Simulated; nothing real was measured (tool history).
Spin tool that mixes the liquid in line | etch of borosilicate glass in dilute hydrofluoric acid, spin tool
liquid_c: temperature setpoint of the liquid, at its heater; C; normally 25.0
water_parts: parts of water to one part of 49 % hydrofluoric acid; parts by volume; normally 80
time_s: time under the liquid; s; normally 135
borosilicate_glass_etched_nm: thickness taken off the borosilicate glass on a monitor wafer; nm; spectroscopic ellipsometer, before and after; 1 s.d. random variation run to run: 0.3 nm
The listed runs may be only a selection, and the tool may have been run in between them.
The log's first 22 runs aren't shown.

run	hour	liquid_c	water_parts	time_s	read-back film thickness of the borosilicate glass reference wafer, read on the same gauge (nm)	borosilicate_glass_etched_nm
# hour 609.0: gauge calibrated
23	621.2	25.0	120	170	59.97	28.56
# hour 632.4: thermometer replaced
24	655.8	25.0	80	135	59.99	32.46
25	669.1	22.0	80	135	59.99	28.72
26	698.1	25.0	80	60	60.02	14.63
27	710.7	22.0	80	200	59.99	43.26
28	743.4	25.0	80	135	60.02	32.67
29	763.8	22.0	80	65	60.00	13.85
30	793.5	30.0	105	170	60.00	36.49
31	822.5	23.5	80	155	60.02	35.34
32	836.7	27.5	45	100	60.02	50.33

Alternative continuations, all from the tool just after run 32; predict every row:
A	837.2	25.0	80	135	?	?
B	837.2	23.0	120	180	?	?
C	837.2	22.5	60	135	?	?
D	837.2	22.5	55	135	?	?
E	837.2	21.0	50	105	?	?

run	read-back film thickness of the borosilicate glass reference wafer, read on the same gauge (nm)	borosilicate_glass_etched_nm
A	60.01	32.96
B	60.01	25.76
C	60.01	40.75
D	60.01	44.74
E	60.01	36.19
With no hidden state in the tool, these same runs would have given:
run	borosilicate_glass_etched_nm
A	32.49
B	25.40
C	40.15
D	44.08
E	35.64

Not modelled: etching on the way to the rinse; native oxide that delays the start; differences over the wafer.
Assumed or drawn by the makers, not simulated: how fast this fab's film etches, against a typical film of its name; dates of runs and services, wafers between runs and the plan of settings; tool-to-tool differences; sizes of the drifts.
